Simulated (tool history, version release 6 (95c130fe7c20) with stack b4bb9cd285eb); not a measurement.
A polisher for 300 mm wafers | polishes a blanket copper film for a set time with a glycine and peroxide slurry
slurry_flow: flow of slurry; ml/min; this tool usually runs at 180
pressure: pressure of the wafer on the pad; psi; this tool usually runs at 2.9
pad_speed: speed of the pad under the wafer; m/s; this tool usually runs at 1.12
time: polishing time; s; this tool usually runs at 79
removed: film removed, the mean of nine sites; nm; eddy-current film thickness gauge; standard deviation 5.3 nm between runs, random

| run | hour | slurry_flow | pressure | pad_speed | time | incoming thickness of the incoming film, nm | removed |
|---|---|---|---|---|---|---|---|
| 1 | 0.0 | 180 | 2.9 | 1.12 | 79 | 1811.0 | 527.6 |
| 2 | 20.1 | 180 | 3.6 | 1.12 | 79 | 1796.2 | 635.7 |
|  | 44.7 | worn pad replaced by a new one |
| 3 | 45.2 | 180 | 3.6 | 1.12 | 79 | 1761.2 | 632.0 |
| 4 | 58.2 | 180 | 2.9 | 1.12 | 79 | 1779.7 | 519.0 |
| 5 | 70.3 | 180 | 2.9 | 1.12 | 79 | 1783.2 | 511.8 |
| 6 | 99.3 | 180 | 2.9 | 1.12 | 79 | 1776.9 | 506.8 |
|  | 125.7 | head pressure recalibrated |
|  | 128.8 | worn pad replaced by a new one |
| 7 | 129.3 | 180 | 2.9 | 1.12 | 79 | 1780.3 | 556.8 |
| 8 | 151.4 | 180 | 2.9 | 1.12 | 79 | 1764.9 | 549.9 |
| 9 | 177.2 | 180 | 2.9 | 1.12 | 67 | 1793.6 | 473.0 |
| 10 | 206.3 | 180 | 2.9 | 1.42 | 58 | 1770.7 | 501.7 |
|  | 210.6 | worn pad replaced by a new one |
|  | 210.8 | slurry nozzle cleaned |
| 11 | 221.5 | 180 | 2.9 | 1.42 | 58 | 1773.1 | 490.8 |
| 12 | 249.0 | 130 | 2.9 | 1.12 | 79 | 1800.9 | 514.1 |
|  | 280.6 | worn pad replaced by a new one, of another model than before |
| 13 | 308.8 | 205 | 2.9 | 1.12 | 79 | 1772.8 | 546.8 |
| 14 | 327.1 | 195 | 2.9 | 0.80 | 79 | 1797.4 | 470.1 |
|  | 346.4 | worn pad replaced by a new one |
| 15 | 383.1 | 200 | 2.0 | 1.12 | 99 | 1761.3 | 576.6 |

What was the tool's hidden state at every run in the log?
removal rate lost through wear of the pad, %: 0 at every run
slurry flow missing at the pad, %: 0 at every run
H1: deviation of the head's pressure from its setpoint, %
| run | H1 |
|---|---|
| 1 | -4.47 |
| 2 | -5.42 |
| 3 | -6.71 |
| 4 | -7.42 |
| 5 | -8.12 |
| 6 | -9.9 |
| 7 | 0.825 |
| 8 | 0.762 |
| 9 | 0.568 |
| 10 | 0.193 |
| 11 | -0.0677 |
| 12 | -0.655 |
| 13 | -2.44 |
| 14 | -3.12 |
| 15 | -5.63 |

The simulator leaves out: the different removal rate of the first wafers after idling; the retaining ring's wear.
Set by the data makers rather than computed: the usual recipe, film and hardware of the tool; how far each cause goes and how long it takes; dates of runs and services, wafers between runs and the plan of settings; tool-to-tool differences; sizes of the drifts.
